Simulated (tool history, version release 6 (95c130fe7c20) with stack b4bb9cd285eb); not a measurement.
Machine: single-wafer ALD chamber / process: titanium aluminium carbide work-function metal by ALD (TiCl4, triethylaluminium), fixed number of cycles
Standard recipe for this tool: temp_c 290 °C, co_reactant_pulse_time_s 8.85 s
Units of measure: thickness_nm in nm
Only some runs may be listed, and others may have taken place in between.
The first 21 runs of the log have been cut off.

run    hour  temp_c  co_reactant_pulse_time_s  wafers since the last listed run  hours since the last thermocouple change  hours since the last triethylaluminium bottle change  hours since the showerhead was replaced  hours since the gauge calibration  read-back reference wafer on the same gauge, thickness_nm  thickness_nm
 22  1587.2     290                      7.47                               520                                    1843.9                                                1256.3                                    432.9                             1454.3                                                      2.358         1.972
 23  1634.4     290                     11.24                               623                                    1891.1                                                1303.5                                    480.1                             1501.5                                                      2.359         2.089
     1713.9  -- thermocouple changed; heater temperature recalibrated
 24  1728.2     278                     10.67                              1133                                      14.3                                                1397.3                                    573.9                             1595.3                                                      2.362         1.902
 25  1822.3     305                      8.85                              1243                                     108.4                                                1491.4                                    668.0                             1689.4                                                      2.358         2.127
 26  1891.0     290                     12.31                               907                                     177.1                                                1560.1                                    736.7                             1758.1                                                      2.359         2.048
 27  1952.2     290                      8.85                               808                                     238.3                                                1621.3                                    797.9                             1819.3                                                      2.358         2.007
     1987.7  -- triethylaluminium bottle replaced
 28  2043.9     290                      8.85                              1106                                     330.0                                                  56.2                                    889.6                             1911.0                                                      2.361         1.992
 29  2080.5     276                     11.72                               483                                     366.6                                                  92.8                                    926.2                             1947.6                                                      2.364         1.902
 30  2400.0     297                      5.67                              4222                                     686.1                                                 412.3                                   1245.7                             2267.1                                                      2.363         1.862

Run 31 comes next. What will it give?
 31  2450.0     286                     11.69                               660                                     736.1                                                 462.3                                   1295.7                             2317.1                                                          ?             ?

{"run 31": {"read-back reference wafer on the same gauge, thickness_nm": 2.36, "thickness_nm": 2.04}}
With no hidden state in the tool, this same run would have given thickness_nm 1.997 nm.
